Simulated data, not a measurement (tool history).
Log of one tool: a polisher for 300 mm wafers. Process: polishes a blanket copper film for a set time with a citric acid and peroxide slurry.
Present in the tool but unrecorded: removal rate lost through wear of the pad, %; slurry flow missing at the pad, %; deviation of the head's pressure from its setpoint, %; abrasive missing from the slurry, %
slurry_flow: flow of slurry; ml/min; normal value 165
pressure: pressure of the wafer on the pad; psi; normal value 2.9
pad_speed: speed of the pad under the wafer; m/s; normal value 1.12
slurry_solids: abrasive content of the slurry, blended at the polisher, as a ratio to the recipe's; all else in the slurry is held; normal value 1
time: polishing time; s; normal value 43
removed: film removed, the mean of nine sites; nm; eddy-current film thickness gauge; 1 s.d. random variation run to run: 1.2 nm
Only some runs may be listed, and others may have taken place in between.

run,hour,slurry_flow,pressure,pad_speed,slurry_solids,time,wafers since the last listed run,wafers polished on this pad,hours since the slurry nozzle was cleaned,hours since the head pressure was calibrated,hours since the slurry blender was calibrated,"incoming thickness of the incoming film, nm",removed
1,0,135,2.9,1.28,1,43,0,1684,414.9,433.3,582.5,857.8,90.4
2,49.5,135,2.9,1.28,1,43,444,2128,464.4,482.8,632,850.6,89.3
3,122.3,135,2.9,1.28,1,43,654,2783,537.2,555.6,704.8,841.5,88.9
# hour 133.3: slurry blender recalibrated
4,189,165,2.9,0.96,1,43,581,3364,603.9,622.3,55.7,860.6,67.2
5,232.9,165,2.9,0.96,1,43,394,3758,647.8,666.2,99.6,832.3,66.4
# hour 257.4: slurry nozzle cleaned
6,313.3,165,2.9,1.12,1,43,713,4472,55.9,746.6,180,868.6,75.9
7,352.2,165,2.9,1.12,1,43,349,4822,94.8,785.5,218.9,850.2,77.7
# hour 374.7: head pressure recalibrated
# hour 394.3: worn pad replaced by a new one
8,561.4,190,2.9,1.12,1,43,1825,1501,304,186.7,428.1,854.6,77.3
9,643.5,165,2.9,1.48,1,43,737,2239,386.1,268.8,510.2,846.1,99.3
# hour 653.7: slurry blender recalibrated, repeated, since the last time left the tool worse
10,687.1,165,2.9,1.12,1,43,373,2612,429.7,312.4,33.4,864.6,81.5
11,751.3,165,2.9,1.12,1,43,576,3189,493.9,376.6,97.6,865.8,81.5
12,836.7,165,2.9,1.12,1,43,767,3957,579.3,462,183,868.5,81.1
13,881.9,165,2.9,1.12,1,43,406,4363,624.5,507.2,228.2,839.4,82.7
# hour 915.4: slurry nozzle cleaned
14,924.9,165,2.9,1.12,0.9,48,377,4740,9.5,550.2,271.2,850.6,87.9
15,998.2,165,2,1.12,0.85,43,658,5399,82.8,623.5,344.5,851.3,54.3
# hour 1049: worn pad replaced by a new one
16,1105.4,165,2.9,0.92,1,43,927,507,190,730.7,451.7,847.9,66.7
17,1204,195,2.9,1.24,1,39,885,1393,288.6,829.3,550.3,855.8,82.2
# hour 1241.5: head pressure recalibrated
18,1242,140,2.6,0.94,1,36,323,1716,326.6,0.5,588.3,831.6,50
19,1298.8,165,2.9,1.12,1.15,43,510,2227,383.4,57.3,645.1,849.2,81.6
# hour 1385.5: slurry blender recalibrated
20,1393.5,215,2.6,0.9,0.8,43,832,3060,478.1,152,8,848.5,59.8
21,1481.3,165,3.7,1.12,1,43,788,3849,565.9,239.8,95.8,841.9,105.1
22,1550.7,165,2.1,0.9,0.7,58,623,4472,635.3,309.2,165.2,851.8,62
23,1600.4,165,2.9,0.96,1,43,446,4919,685,358.9,214.9,859.8,70.2
# hour 1636.2: slurry nozzle cleaned
# hour 1663.7: worn pad replaced by a new one
24,1664.2,200,2.9,0.9,1,33,528,4,28,422.7,278.7,838.2,52
25,1946.2,165,3.2,1.12,1.15,52,2533,2538,310,704.7,560.7,852,110.3
26,2023.1,130,3.8,1.26,1,43,691,3229,386.9,781.6,637.6,848.4,111.1
# hour 2076.3: head pressure recalibrated
27,2108.1,165,2.9,1.12,1,43,745,3975,471.9,31.8,722.6,857.2,81.5
# hour 2124.4: slurry blender recalibrated
28,2196.6,135,2.9,1.28,1,43,777,4752,560.4,120.3,72.2,847.2,91.9
29,2270.6,185,3.3,1.12,0.9,53,664,5417,634.4,194.3,146.2,842.7,116.2
# hour 2327.4: slurry nozzle cleaned
30,2328.6,165,2.9,1.12,0.9,43,512,5929,1.2,252.3,204.2,861.9,80.6

Below are 4 alternative next runs, each starting from the tool's condition after run 30. Predict each:
A,2329,165,2.9,1.12,1,43,3,5933,1.6,252.7,204.6,855.5,?
B,2329,165,2.3,1.12,1,43,3,5933,1.6,252.7,204.6,855.5,?
C,2329,165,2.2,1.12,1,43,3,5933,1.6,252.7,204.6,855.5,?
D,2329,125,2.9,1.12,1,43,3,5933,1.6,252.7,204.6,855.5,?

run,removed
A,82.1
B,65.5
C,62.7
D,78.4
What these runs would have given with no unlogged condition in the tool:
run,removed
A,83.6
B,66.7
C,63.9
D,79.9
